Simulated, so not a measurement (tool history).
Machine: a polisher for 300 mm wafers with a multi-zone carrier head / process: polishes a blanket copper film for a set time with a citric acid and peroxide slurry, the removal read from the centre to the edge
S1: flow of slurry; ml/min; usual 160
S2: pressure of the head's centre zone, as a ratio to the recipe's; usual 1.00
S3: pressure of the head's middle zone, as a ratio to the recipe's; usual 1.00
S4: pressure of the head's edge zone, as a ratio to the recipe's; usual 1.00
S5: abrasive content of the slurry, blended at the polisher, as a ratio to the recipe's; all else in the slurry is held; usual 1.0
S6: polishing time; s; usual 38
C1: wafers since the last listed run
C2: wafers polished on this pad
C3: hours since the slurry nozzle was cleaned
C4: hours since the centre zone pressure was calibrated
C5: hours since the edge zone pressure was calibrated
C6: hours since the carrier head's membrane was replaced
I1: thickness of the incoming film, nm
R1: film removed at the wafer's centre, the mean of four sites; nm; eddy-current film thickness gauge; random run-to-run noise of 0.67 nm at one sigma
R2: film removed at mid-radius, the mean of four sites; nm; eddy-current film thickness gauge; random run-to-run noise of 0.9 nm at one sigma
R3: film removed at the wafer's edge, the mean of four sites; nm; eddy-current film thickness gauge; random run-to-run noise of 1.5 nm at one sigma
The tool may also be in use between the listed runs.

| run | hour | S1 | S2 | S3 | S4 | S5 | S6 | C1 | C2 | C3 | C4 | C5 | C6 | I1 | R1 | R2 | R3 |
|---|---|---|---|---|---|---|---|---|---|---|---|---|---|---|---|---|---|
| 1 | 0.0 | 160 | 1.00 | 1.00 | 1.00 | 1.0 | 38 | 0 | 2611 | 387.5 | 69.8 | 142.8 | 1235.2 | 856.7 | 103.7 | 104.6 | 104.5 |
| 2 | 37.1 | 160 | 1.00 | 1.00 | 1.00 | 1.0 | 38 | 356 | 2967 | 424.6 | 106.9 | 179.9 | 1272.3 | 843.6 | 105.8 | 105.0 | 102.5 |
| 3 | 84.6 | 160 | 1.00 | 1.00 | 1.00 | 1.0 | 38 | 455 | 3423 | 472.1 | 154.4 | 227.4 | 1319.8 | 844.9 | 106.8 | 105.7 | 104.3 |
|  | 142.3 | slurry nozzle cleaned |
| 4 | 143.9 | 160 | 1.00 | 0.91 | 1.00 | 1.0 | 38 | 559 | 3982 | 1.6 | 213.7 | 286.7 | 1379.1 | 865.8 | 105.9 | 99.4 | 105.3 |
| 5 | 212.3 | 200 | 1.00 | 1.00 | 0.96 | 1.0 | 38 | 656 | 4639 | 70.0 | 282.1 | 355.1 | 1447.5 | 857.4 | 110.6 | 111.1 | 105.6 |
| 6 | 303.5 | 160 | 1.00 | 1.00 | 1.00 | 1.0 | 42 | 875 | 5514 | 161.2 | 373.3 | 446.3 | 1538.7 | 841.0 | 115.8 | 118.0 | 113.9 |
|  | 315.3 | carrier head's membrane replaced by a new one |
|  | 329.9 | worn pad replaced by a new one |
| 7 | 387.9 | 200 | 1.00 | 1.00 | 0.96 | 1.0 | 38 | 723 | 556 | 245.6 | 457.7 | 530.7 | 72.6 | 846.3 | 108.5 | 110.6 | 103.6 |
| 8 | 491.4 | 160 | 1.06 | 1.00 | 1.00 | 1.0 | 38 | 993 | 1549 | 349.1 | 561.2 | 634.2 | 176.1 | 846.0 | 110.2 | 103.9 | 103.9 |
| 9 | 531.6 | 160 | 1.00 | 1.00 | 0.90 | 0.8 | 45 | 385 | 1935 | 389.3 | 601.4 | 674.4 | 216.3 | 870.7 | 119.9 | 119.1 | 109.2 |
| 10 | 591.9 | 160 | 1.00 | 1.00 | 1.00 | 1.0 | 38 | 578 | 2514 | 449.6 | 661.7 | 734.7 | 276.6 | 855.0 | 104.1 | 104.1 | 102.4 |
| 11 | 628.7 | 160 | 1.00 | 1.12 | 1.00 | 1.2 | 50 | 353 | 2867 | 486.4 | 698.5 | 771.5 | 313.4 | 852.7 | 143.0 | 149.1 | 142.1 |
|  | 662.0 | edge zone pressure recalibrated |
|  | 668.4 | slurry nozzle cleaned |
| 12 | 698.3 | 160 | 1.00 | 1.00 | 1.00 | 1.0 | 38 | 639 | 3506 | 29.9 | 768.1 | 36.3 | 383.0 | 863.9 | 104.9 | 104.3 | 100.4 |
| 13 | 789.1 | 120 | 1.00 | 1.00 | 1.00 | 1.0 | 38 | 871 | 4378 | 120.7 | 858.9 | 127.1 | 473.8 | 844.7 | 98.5 | 98.1 | 100.1 |
|  | 799.8 | worn pad replaced by a new one |
| 14 | 966.3 | 160 | 1.00 | 1.00 | 1.00 | 1.0 | 38 | 1662 | 1598 | 297.9 | 1036.1 | 304.3 | 651.0 | 853.6 | 105.9 | 104.6 | 103.1 |
| 15 | 1007.8 | 190 | 1.00 | 1.00 | 1.00 | 1.0 | 38 | 398 | 1996 | 339.4 | 1077.6 | 345.8 | 692.5 | 874.8 | 108.7 | 109.0 | 106.7 |
|  | 1014.5 | centre zone pressure recalibrated |
| 16 | 1064.9 | 140 | 1.00 | 1.00 | 1.00 | 1.0 | 49 | 528 | 2525 | 396.5 | 50.4 | 402.9 | 749.6 | 850.5 | 131.6 | 131.7 | 126.4 |
| 17 | 1137.4 | 200 | 1.00 | 1.00 | 0.96 | 1.0 | 38 | 695 | 3221 | 469.0 | 122.9 | 475.4 | 822.1 | 857.7 | 109.2 | 110.4 | 107.8 |
| 18 | 1197.9 | 160 | 1.00 | 1.00 | 0.92 | 1.0 | 38 | 580 | 3801 | 529.5 | 183.4 | 535.9 | 882.6 | 852.5 | 105.5 | 106.6 | 102.6 |
| 19 | 1264.5 | 115 | 1.11 | 1.00 | 1.00 | 1.0 | 43 | 639 | 4440 | 596.1 | 250.0 | 602.5 | 949.2 | 854.7 | 121.2 | 108.9 | 111.4 |
|  | 1277.8 | slurry nozzle cleaned |
| 20 | 1325.5 | 160 | 0.94 | 1.00 | 1.00 | 1.0 | 38 | 575 | 5016 | 47.7 | 311.0 | 663.5 | 1010.2 | 851.4 | 99.7 | 104.1 | 104.3 |
|  | 1347.9 | worn pad replaced by a new one |
| 21 | 1374.1 | 105 | 1.00 | 0.92 | 1.00 | 1.0 | 38 | 428 | 251 | 96.3 | 359.6 | 712.1 | 1058.8 | 864.8 | 93.1 | 91.5 | 97.6 |
|  | 1477.5 | edge zone pressure recalibrated |
| 22 | 1478.2 | 160 | 1.00 | 1.00 | 1.00 | 1.0 | 38 | 979 | 1231 | 200.4 | 463.7 | 0.7 | 1162.9 | 876.4 | 105.8 | 105.1 | 105.6 |

3 options for the next run, each taken on its own from the tool as it stands now. Forecast them:
| A | 1478.6 | 110 | 1.00 | 1.00 | 1.00 | 1.0 | 38 | 3 | 1235 | 200.8 | 464.1 | 1.1 | 1163.3 | 865.6 | ? | ? | ? |
| B | 1478.6 | 195 | 0.89 | 1.06 | 1.00 | 0.8 | 38 | 3 | 1235 | 200.8 | 464.1 | 1.1 | 1163.3 | 865.6 | ? | ? | ? |
| C | 1478.6 | 160 | 1.00 | 1.00 | 0.90 | 1.0 | 29 | 3 | 1235 | 200.8 | 464.1 | 1.1 | 1163.3 | 865.6 | ? | ? | ? |

| run | R1 | R2 | R3 |
|---|---|---|---|
| A | 95.4 | 95.3 | 94.3 |
| B | 94.7 | 107.6 | 99.7 |
| C | 80.9 | 79.9 | 73.1 |
The same runs, with their run-to-run variation unchanged, on a tool lacking any hidden condition would have given:
| run | R1 | R2 | R3 |
|---|---|---|---|
| A | 95.4 | 95.3 | 94.3 |
| B | 94.7 | 107.6 | 99.7 |
| C | 80.9 | 79.9 | 73.1 |
